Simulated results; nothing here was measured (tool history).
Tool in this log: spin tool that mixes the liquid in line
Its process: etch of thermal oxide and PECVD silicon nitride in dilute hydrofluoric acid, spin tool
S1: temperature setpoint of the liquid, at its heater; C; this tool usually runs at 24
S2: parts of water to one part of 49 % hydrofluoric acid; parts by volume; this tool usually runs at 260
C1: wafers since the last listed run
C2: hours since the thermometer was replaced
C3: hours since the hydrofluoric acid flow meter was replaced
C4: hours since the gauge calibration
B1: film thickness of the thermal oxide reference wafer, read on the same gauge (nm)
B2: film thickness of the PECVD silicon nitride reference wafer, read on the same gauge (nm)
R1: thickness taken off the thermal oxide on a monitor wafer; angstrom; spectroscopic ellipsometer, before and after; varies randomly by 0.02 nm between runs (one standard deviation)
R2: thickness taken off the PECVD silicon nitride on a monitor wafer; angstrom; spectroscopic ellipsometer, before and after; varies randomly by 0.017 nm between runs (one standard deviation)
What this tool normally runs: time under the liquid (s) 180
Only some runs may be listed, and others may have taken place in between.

run 1 hour=0 | S1=24 S2=260 time_under_the_liquid_(s)=180 | C1=0 C2=858.1 C3=1529.5 C4=283.3 | B1=79.996 B2=60.023 | R1=23.05 R2=10.42
run 2 hour=33.8 | S1=24 S2=260 time_under_the_liquid_(s)=180 | C1=286 C2=891.9 C3=1563.3 C4=317.1 | B1=80.017 B2=59.957 | R1=22.93 R2=10.12
run 3 hour=49.6 | S1=24 S2=260 time_under_the_liquid_(s)=180 | C1=134 C2=907.7 C3=1579.1 C4=332.9 | B1=80.013 B2=60.021 | R1=22.55 R2=10.41
run 4 hour=72.4 | S1=24 S2=260 time_under_the_liquid_(s)=180 | C1=193 C2=930.5 C3=1601.9 C4=355.7 | B1=79.99 B2=59.998 | R1=22.81 R2=10.28
run 5 hour=105 | S1=24 S2=260 time_under_the_liquid_(s)=180 | C1=276 C2=963.1 C3=1634.5 C4=388.3 | B1=79.984 B2=59.976 | R1=22.82 R2=10.21
run 6 hour=149.4 | S1=24 S2=260 time_under_the_liquid_(s)=180 | C1=376 C2=1007.5 C3=1678.9 C4=432.7 | B1=80.029 B2=60.032 | R1=22.47 R2=9.96
run 7 hour=177.2 | S1=24 S2=225 time_under_the_liquid_(s)=180 | C1=235 C2=1035.3 C3=1706.7 C4=460.5 | B1=79.976 B2=59.977 | R1=26.72 R2=11.75
run 8 hour=211.3 | S1=24 S2=225 time_under_the_liquid_(s)=180 | C1=289 C2=1069.4 C3=1740.8 C4=494.6 | B1=79.997 B2=59.953 | R1=26.72 R2=11.29
-- hour=222.6 hydrofluoric acid flow meter replaced
run 9 hour=233.8 | S1=26.5 S2=325 time_under_the_liquid_(s)=180 | C1=182 C2=1091.9 C3=11.2 C4=517.1 | B1=80.021 B2=59.96 | R1=20.33 R2=10.56
-- hour=296.3 gauge calibrated
-- hour=316.1 thermometer replaced
run 10 hour=326.5 | S1=21.5 S2=340 time_under_the_liquid_(s)=280 | C1=778 C2=10.4 C3=103.9 C4=30.2 | B1=80.002 B2=59.982 | R1=26.78 R2=12.92
run 11 hour=355 | S1=19.5 S2=260 time_under_the_liquid_(s)=180 | C1=241 C2=38.9 C3=132.4 C4=58.7 | B1=80.014 B2=59.996 | R1=22.54 R2=9.4
run 12 hour=390.2 | S1=28 S2=260 time_under_the_liquid_(s)=75 | C1=298 C2=74.1 C3=167.6 C4=93.9 | B1=80.009 B2=60.003 | R1=12.79 R2=6.57
run 13 hour=420.5 | S1=26.5 S2=325 time_under_the_liquid_(s)=180 | C1=257 C2=104.4 C3=197.9 C4=124.2 | B1=79.982 B2=59.989 | R1=21.62 R2=11.45
run 14 hour=445.3 | S1=24 S2=295 time_under_the_liquid_(s)=180 | C1=210 C2=129.2 C3=222.7 C4=149 | B1=80.014 B2=60.039 | R1=22.51 R2=10.85
run 15 hour=467.1 | S1=29 S2=370 time_under_the_liquid_(s)=260 | C1=185 C2=151 C3=244.5 C4=170.8 | B1=79.989 B2=59.977 | R1=28.26 R2=16.89
run 16 hour=493.9 | S1=26 S2=260 time_under_the_liquid_(s)=180 | C1=227 C2=177.8 C3=271.3 C4=197.6 | B1=79.968 B2=60.031 | R1=27.79 R2=13.58

Forecast each of these 5 alternatives for the next run:
run A hour=494.4 | S1=24 S2=155 time_under_the_liquid_(s)=180 | C1=4 C2=178.3 C3=271.8 C4=198.1 | B1=? B2=? | R1=? R2=?
run B hour=494.4 | S1=24 S2=350 time_under_the_liquid_(s)=180 | C1=4 C2=178.3 C3=271.8 C4=198.1 | B1=? B2=? | R1=? R2=?
run C hour=494.4 | S1=24 S2=340 time_under_the_liquid_(s)=180 | C1=4 C2=178.3 C3=271.8 C4=198.1 | B1=? B2=? | R1=? R2=?
run D hour=494.4 | S1=21.5 S2=160 time_under_the_liquid_(s)=120 | C1=4 C2=178.3 C3=271.8 C4=198.1 | B1=? B2=? | R1=? R2=?
run E hour=494.4 | S1=20.5 S2=305 time_under_the_liquid_(s)=230 | C1=4 C2=178.3 C3=271.8 C4=198.1 | B1=? B2=? | R1=? R2=?

run=A B1=80.017 B2=60.003 R1=48.88 R2=20.07
run=B B1=80.017 B2=60.003 R1=17.73 R2=8.98
run=C B1=80.017 B2=60.003 R1=18.42 R2=9.24
run=D B1=80.017 B2=60.003 R1=28.5 R2=11.01
run=E B1=80.017 B2=60.003 R1=23.96 R2=10.57
Had the tool no hidden state, the same runs would have come out as:
run=A R1=51.38 R2=21.4
run=B R1=18.64 R2=9.55
run=C R1=19.37 R2=9.83
run=D R1=29.97 R2=11.75
run=E R1=25.2 R2=11.26
